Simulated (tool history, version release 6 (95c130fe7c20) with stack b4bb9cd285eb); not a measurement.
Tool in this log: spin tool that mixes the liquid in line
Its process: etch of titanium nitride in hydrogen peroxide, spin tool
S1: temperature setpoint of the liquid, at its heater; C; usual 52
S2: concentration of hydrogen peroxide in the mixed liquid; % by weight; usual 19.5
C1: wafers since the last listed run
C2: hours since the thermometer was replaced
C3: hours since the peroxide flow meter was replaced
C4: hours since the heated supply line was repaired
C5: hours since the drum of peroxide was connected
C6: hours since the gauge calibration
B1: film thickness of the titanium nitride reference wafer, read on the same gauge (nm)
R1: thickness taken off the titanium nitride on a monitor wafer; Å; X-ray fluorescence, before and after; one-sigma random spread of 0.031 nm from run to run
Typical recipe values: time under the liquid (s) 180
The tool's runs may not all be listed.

Run 1, hour 0: usual settings; C1 0; C2 1699.3; C3 301.3; C4 964.7; C5 851.3; C6 962.2; B1 99.99. Result: R1 51.8 Å.
Run 2, hour 43: usual settings; C1 398; C2 1742.3; C3 344.3; C4 1007.7; C5 894.3; C6 1005.2; B1 100.03. Result: R1 51.6 Å.
Run 3, hour 78.1: usual settings but time under the liquid (s) 110; C1 325; C2 1777.4; C3 379.4; C4 1042.8; C5 929.4; C6 1040.3; B1 100. Result: R1 31.6 Å.
Run 4, hour 185.8: usual settings; C1 997; C2 1885.1; C3 487.1; C4 1150.5; C5 1037.1; C6 1148; B1 100. Result: R1 51.7 Å.
At hour 210.4: new drum of peroxide connected.
At hour 223.8: heated supply line repaired.
At hour 370.3: thermometer replaced.
Run 5, hour 370.8: usual settings; C1 1685; C2 0.5; C3 672.1; C4 147; C5 160.4; C6 1333; B1 99.99. Result: R1 54.3 Å.
Run 6, hour 427.1: usual settings; C1 521; C2 56.8; C3 728.4; C4 203.3; C5 216.7; C6 1389.3; B1 100. Result: R1 54.2 Å.
Run 7, hour 465.6: usual settings; C1 356; C2 95.3; C3 766.9; C4 241.8; C5 255.2; C6 1427.8; B1 100. Result: R1 53.9 Å.
Run 8, hour 498.8: usual settings but S2 18 % by weight, time under the liquid (s) 135; C1 307; C2 128.5; C3 800.1; C4 275; C5 288.4; C6 1461; B1 100. Result: R1 39.8 Å.
Run 9, hour 558.1: usual settings; C1 549; C2 187.8; C3 859.4; C4 334.3; C5 347.7; C6 1520.3; B1 100.02. Result: R1 54.5 Å.
Run 10, hour 601.3: usual settings but S1 48.5 C; C1 400; C2 231; C3 902.6; C4 377.5; C5 390.9; C6 1563.5; B1 99.99. Result: R1 41.7 Å.
Run 11, hour 648.7: usual settings but S2 21.5 % by weight, time under the liquid (s) 125; C1 439; C2 278.4; C3 950; C4 424.9; C5 438.3; C6 1610.9; B1 99.99. Result: R1 38.2 Å.
At hour 684.5: gauge calibrated.
Run 12, hour 707.3: usual settings but S1 47 C, S2 23 % by weight; C1 542; C2 337; C3 1008.6; C4 483.5; C5 496.9; C6 22.8; B1 100. Result: R1 38.8 Å.
Run 13, hour 760.3: usual settings but S2 15.5 % by weight; C1 490; C2 390; C3 1061.6; C4 536.5; C5 549.9; C6 75.8; B1 99.98. Result: R1 51 Å.
Run 14, hour 798.6: usual settings but S1 48 C, S2 24.5 % by weight, time under the liquid (s) 145; C1 354; C2 428.3; C3 1099.9; C4 574.8; C5 588.2; C6 114.1; B1 100.01. Result: R1 33.8 Å.
Run 15, hour 958.9: usual settings; C1 1484; C2 588.6; C3 1260.2; C4 735.1; C5 748.5; C6 274.4; B1 100.02. Result: R1 53.1 Å.
Run 16, hour 1004.8: usual settings but S2 14 % by weight; C1 425; C2 634.5; C3 1306.1; C4 781; C5 794.4; C6 320.3; B1 100. Result: R1 49.1 Å.
At hour 1018: peroxide flow meter replaced.
Run 17, hour 1060.9: usual settings but S1 49 C, S2 25 % by weight, time under the liquid (s) 115; C1 510; C2 690.6; C3 42.9; C4 837.1; C5 850.5; C6 376.4; B1 100.01. Result: R1 28.9 Å.
Run 18, hour 1100.4: usual settings; C1 365; C2 730.1; C3 82.4; C4 876.6; C5 890; C6 415.9; B1 100. Result: R1 52.6 Å.
Run 19, hour 1137.9: usual settings but S1 42 C; C1 347; C2 767.6; C3 119.9; C4 914.1; C5 927.5; C6 453.4; B1 99.99. Result: R1 25.1 Å.
Run 20, hour 1167.4: usual settings; C1 273; C2 797.1; C3 149.4; C4 943.6; C5 957; C6 482.9; B1 100. Result: R1 52.2 Å.
Run 21, hour 1191.4: usual settings; C1 222; C2 821.1; C3 173.4; C4 967.6; C5 981; C6 506.9; B1 99.99. Result: R1 52.7 Å.
Run 22, hour 1244.4: usual settings but S2 22.5 % by weight, time under the liquid (s) 100; C1 490; C2 874.1; C3 226.4; C4 1020.6; C5 1034; C6 559.9; B1 100.02. Result: R1 29.7 Å.
At hour 1260.9: heated supply line repaired.
At hour 1347.7: new drum of peroxide connected.
Run 23, hour 1433.1: usual settings but S1 42 C; C1 1729; C2 1062.8; C3 415.1; C4 172.2; C5 85.4; C6 748.6; B1 100.01. Result: R1 25.5 Å.
Run 24, hour 1466.8: usual settings but S1 46.5 C, S2 15.5 % by weight; C1 312; C2 1096.5; C3 448.8; C4 205.9; C5 119.1; C6 782.3; B1 99.98. Result: R1 33.9 Å.

Selected run-to-run steps in R1, each split into two signed amounts: the part the tool would show with no hidden state at all (from settings, incoming material and random variation), and the remainder, which goes to the hidden state together with any gauge scatter not common to the measured and the hidden-state-free results:
The tool's hidden condition here consists of: liquid colder than its thermometer reads (K); peroxide flow above the setpoint (%); temperature lost on the way to the wafer (K); peroxide weaker than its label (%); gauge reads high (%).
Run 3 -> 4: time under the liquid (s) 110 -> 180. R1 +20.1 Å: hidden state -1.4, all else +21.5.
Run 4 -> 5: new drum of peroxide connected, heated supply line repaired, thermometer replaced. R1 +2.6 Å: hidden state +2.8, all else -0.2.
Run 18 -> 19: S1 52 -> 42. R1 -27.5 Å: hidden state +0.9, all else -28.4.
Run 19 -> 20: S1 42 -> 52. R1 +27.1 Å: hidden state -1.1, all else +28.2.
